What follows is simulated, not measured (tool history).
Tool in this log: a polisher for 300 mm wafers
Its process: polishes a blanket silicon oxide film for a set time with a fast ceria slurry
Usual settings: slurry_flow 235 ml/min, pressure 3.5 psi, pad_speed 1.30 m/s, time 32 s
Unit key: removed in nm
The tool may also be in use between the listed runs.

| run | day | slurry_flow | pressure | pad_speed | time | wafers since the last listed run | wafers polished on this pad | hours since the slurry nozzle was cleaned | hours since the head pressure was calibrated | incoming thickness of the incoming film, nm | removed |
|---|---|---|---|---|---|---|---|---|---|---|---|
| 1 | 0.000 | 235 | 3.5 | 1.30 | 32 | 0 | 2845 | 413.8 | 32.7 | 2268.8 | 716.0 |
| 2 | 1.650 | 235 | 3.5 | 1.30 | 32 | 649 | 3495 | 453.4 | 72.3 | 2251.0 | 718.2 |
|  | 2.725 | slurry nozzle cleaned |
| 3 | 3.479 | 235 | 3.5 | 1.58 | 26 | 704 | 4199 | 18.1 | 116.2 | 2244.5 | 761.0 |
| 4 | 4.788 | 235 | 3.5 | 1.58 | 26 | 515 | 4715 | 49.5 | 147.6 | 2262.5 | 769.3 |
| 5 | 7.646 | 235 | 3.5 | 1.12 | 32 | 1125 | 5840 | 118.1 | 216.2 | 2216.8 | 650.5 |
|  | 9.171 | worn pad replaced by a new one |
| 6 | 10.500 | 235 | 3.5 | 1.30 | 32 | 1058 | 524 | 186.6 | 284.7 | 2247.9 | 745.6 |
| 7 | 12.621 | 235 | 3.5 | 1.30 | 32 | 835 | 1359 | 237.5 | 335.6 | 2239.8 | 743.6 |
| 8 | 15.283 | 235 | 3.5 | 1.30 | 32 | 1048 | 2408 | 301.4 | 399.5 | 2234.0 | 738.3 |
| 9 | 16.950 | 210 | 3.5 | 1.30 | 32 | 656 | 3064 | 341.4 | 439.5 | 2223.5 | 704.2 |
| 10 | 18.500 | 235 | 3.5 | 1.30 | 32 | 610 | 3675 | 378.6 | 476.7 | 2244.8 | 717.3 |
|  | 18.700 | slurry nozzle cleaned |
| 11 | 19.650 | 235 | 3.5 | 1.30 | 32 | 436 | 4111 | 22.8 | 504.3 | 2249.2 | 781.7 |
| 12 | 20.962 | 235 | 3.5 | 1.30 | 32 | 516 | 4628 | 54.3 | 535.8 | 2206.8 | 765.9 |
| 13 | 24.504 | 235 | 3.5 | 1.30 | 32 | 1395 | 6023 | 139.3 | 620.8 | 2262.9 | 754.1 |
| 14 | 26.058 | 235 | 3.5 | 1.30 | 32 | 612 | 6636 | 176.6 | 658.1 | 2264.9 | 759.7 |
|  | 27.342 | worn pad replaced by a new one |
| 15 | 27.771 | 235 | 3.5 | 1.30 | 32 | 608 | 168 | 217.7 | 699.2 | 2288.6 | 738.1 |
| 16 | 30.333 | 250 | 3.0 | 1.30 | 32 | 1009 | 1177 | 279.2 | 760.7 | 2238.6 | 669.1 |
| 17 | 32.104 | 250 | 3.0 | 1.30 | 32 | 697 | 1875 | 321.7 | 803.2 | 2218.0 | 671.1 |
| 18 | 37.783 | 250 | 3.0 | 1.30 | 32 | 2236 | 4112 | 458.0 | 939.5 | 2216.9 | 656.9 |
|  | 38.229 | head pressure recalibrated |
|  | 38.504 | slurry nozzle cleaned |
| 19 | 40.000 | 235 | 3.5 | 1.46 | 32 | 823 | 4936 | 35.9 | 42.5 | 2248.3 | 863.9 |
| 20 | 42.733 | 235 | 3.8 | 1.30 | 28 | 1076 | 6012 | 101.5 | 108.1 | 2234.9 | 689.5 |
|  | 43.754 | worn pad replaced by a new one, of another model than before |
| 21 | 45.288 | 235 | 3.5 | 1.30 | 32 | 940 | 603 | 162.8 | 169.4 | 2231.1 | 759.2 |

Run 22 has not been measured yet. What should we expect?
| 22 | 49.862 | 270 | 3.5 | 1.30 | 38 | 1802 | 2405 | 272.6 | 279.2 | 2213.0 | ? |

Run 22 gave removed 908.4 nm.
With no hidden state in the tool, this same run would have given removed 928.9 nm.
